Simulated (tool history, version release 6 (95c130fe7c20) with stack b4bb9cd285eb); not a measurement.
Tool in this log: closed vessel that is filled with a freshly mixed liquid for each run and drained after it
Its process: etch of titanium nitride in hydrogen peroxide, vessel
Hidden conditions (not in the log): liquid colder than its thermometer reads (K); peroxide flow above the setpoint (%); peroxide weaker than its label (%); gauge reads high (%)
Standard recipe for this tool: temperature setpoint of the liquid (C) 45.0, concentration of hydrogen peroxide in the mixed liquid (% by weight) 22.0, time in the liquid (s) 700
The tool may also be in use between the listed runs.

run,hour,temperature setpoint of the liquid (C),concentration of hydrogen peroxide in the mixed liquid (% by weight),time in the liquid (s),wafers since the last listed run,hours since the thermometer was replaced,hours since the peroxide flow meter was replaced,hours since the drum of peroxide was connected,hours since the gauge calibration,"read-back film thickness of the titanium nitride reference wafer, read on the same gauge (nm)",thickness taken off the titanium nitride on a monitor wafer (angstrom)
1,0.0,45.0,27.0,700,0,1438.9,555.6,114.1,1936.6,50.00,201.5
2,74.8,45.0,27.0,700,6182,1513.7,630.4,188.9,2011.4,50.01,200.4
# hour 138.3: thermometer replaced
3,155.5,45.0,22.0,910,6587,17.2,711.1,269.6,2092.1,49.99,240.7
4,215.4,45.0,22.0,910,4950,77.1,771.0,329.5,2152.0,49.99,242.1
5,314.9,45.0,22.0,910,8223,176.6,870.5,429.0,2251.5,49.99,243.0
6,379.7,45.0,22.0,700,5355,241.4,935.3,493.8,2316.3,50.02,187.5
# hour 406.9: peroxide flow meter replaced
7,479.3,45.0,22.0,700,8149,341.0,72.4,593.4,2415.9,50.01,185.8
# hour 523.7: new drum of peroxide connected
8,561.7,45.0,22.0,500,6727,423.4,154.8,38.0,2498.3,50.02,132.8
9,599.0,41.5,22.0,1080,3082,460.7,192.1,75.3,2535.6,49.99,219.5
10,696.8,35.5,19.5,900,8083,558.5,289.9,173.1,2633.4,49.99,111.6
# hour 787.2: thermometer replaced, repeated, since the last time left the tool worse
11,793.3,49.5,22.0,930,7893,6.1,386.4,269.6,2729.9,49.98,377.4
12,848.9,45.0,22.0,700,4595,61.7,442.0,325.2,2785.5,49.99,201.4
13,943.0,49.5,22.0,930,7777,155.8,536.1,419.3,2879.6,50.02,378.5
14,1068.7,45.0,17.0,700,10389,281.5,661.8,545.0,3005.3,49.98,187.4
15,1144.9,41.5,19.0,940,6298,357.7,738.0,621.2,3081.5,49.99,198.9
# hour 1187.2: new drum of peroxide connected
16,1203.7,39.5,22.0,430,4777,416.5,796.8,16.5,3140.3,49.98,80.3
# hour 1248.0: gauge calibrated
17,1293.5,45.0,22.0,700,7422,506.3,886.6,106.3,45.5,49.98,199.4
# hour 1364.6: peroxide flow meter replaced
18,1382.0,41.0,17.5,285,7232,594.8,17.4,194.8,134.0,50.03,57.0
19,1487.5,45.0,22.0,700,8719,700.3,122.9,300.3,239.5,49.99,194.5
20,1547.9,45.0,22.0,700,4992,760.7,183.3,360.7,299.9,49.98,195.1
21,1607.6,45.0,17.0,700,4934,820.4,243.0,420.4,359.6,49.98,186.6
22,1660.2,45.0,22.0,1070,4347,873.0,295.6,473.0,412.2,49.99,300.0
23,1756.0,39.0,23.5,490,7918,968.8,391.4,568.8,508.0,49.99,89.1
24,1803.7,39.5,24.0,405,3942,1016.5,439.1,616.5,555.7,49.98,76.9
25,1902.3,45.0,24.5,915,8149,1115.1,537.7,715.1,654.3,49.99,263.8
# hour 2000.1: new drum of peroxide connected
26,2004.9,40.0,26.5,820,8397,1217.7,640.3,4.8,756.9,50.01,164.8
27,2061.3,45.0,24.0,700,4661,1274.1,696.7,61.2,813.3,49.98,195.0
28,2108.1,45.0,22.0,700,3868,1320.9,743.5,108.0,860.1,49.99,195.3

Predict each of these 5 candidate next runs independently; none follows another, all start after run 28:
A,2108.9,45.0,27.5,700,66,1321.7,744.3,108.8,860.9,?,?
B,2108.9,54.5,16.0,885,66,1321.7,744.3,108.8,860.9,?,?
C,2108.9,38.0,19.0,1100,66,1321.7,744.3,108.8,860.9,?,?
D,2108.9,40.5,18.0,915,66,1321.7,744.3,108.8,860.9,?,?
E,2108.9,40.5,22.0,700,66,1321.7,744.3,108.8,860.9,?,?

run,"read-back film thickness of the titanium nitride reference wafer, read on the same gauge (nm)",thickness taken off the titanium nitride on a monitor wafer (angstrom)
A,50.00,205.1
B,50.00,459.7
C,50.00,174.2
D,50.00,173.9
E,50.00,138.9
With the hidden condition removed and each run's random variation left untouched, the same runs would have given:
run,thickness taken off the titanium nitride on a monitor wafer (angstrom)
A,212.2
B,474.8
C,180.6
D,180.1
E,143.9

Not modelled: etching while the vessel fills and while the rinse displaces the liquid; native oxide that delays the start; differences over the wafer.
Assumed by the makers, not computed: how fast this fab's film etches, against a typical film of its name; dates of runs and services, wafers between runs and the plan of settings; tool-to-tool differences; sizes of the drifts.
